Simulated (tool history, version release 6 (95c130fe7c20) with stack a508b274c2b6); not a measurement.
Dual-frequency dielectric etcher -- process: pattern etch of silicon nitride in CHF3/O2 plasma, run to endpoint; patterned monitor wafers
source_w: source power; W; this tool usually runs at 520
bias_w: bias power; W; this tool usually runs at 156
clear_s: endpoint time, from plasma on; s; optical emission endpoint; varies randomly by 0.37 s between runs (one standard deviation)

run     day  source_w  bias_w  incoming incoming film thickness, nm  clear_s
  1   0.000       520     181                                  60.6     39.0
  2   2.825       520     181                                  60.4     39.2
  3   3.729       520     156                                  61.4     42.0
  4   4.833       520     156                                  61.1     41.9
  5   5.375       520     156                                  60.8     41.2
  6   5.971       520     168                                  60.1     39.9
  7   7.012       520     168                                  59.9     39.5
  8   8.062       520     132                                  60.1     42.0
  9   9.433       520     156                                  60.1     40.3
 10  10.454       520     156                                  61.1     41.5
 11  13.979       520     156                                  60.7     41.0
 12  15.125       400     156                                  60.4     46.4
 13  16.358       520     156                                  60.5     41.1
 14  16.558       600     166                                  60.6     37.6
 15  17.579       520     130                                  60.3     42.3
 16  18.233       520     156                                  60.1     40.7
 17  19.417       420     181                                  60.4     43.3
 18  20.000       620     133                                  60.1     39.3
 19  20.500       550     156                                  60.3     39.7
 20  21.783       520     182                                  60.2     38.5
 21  23.188       620     193                                  60.5     35.6
 22  24.533       440     145                                  60.8     44.9
 23  25.767       520     156                                  60.3     40.5

Missing from the log above: 4 entries noted between runs. For each, name the pair of listed runs it sits between and say how the tool's hidden condition differs from the listed run just before to the listed run just after:
Between runs 10 and 11: upper electrode replaced (day 12.279); source power generator calibrated (day 13.800)
  no hidden state differs between the two runs
Between runs 12 and 13: bias power generator calibrated (day 15.388); wet clean of the chamber (day 16.338)
  no hidden state differs between the two runs
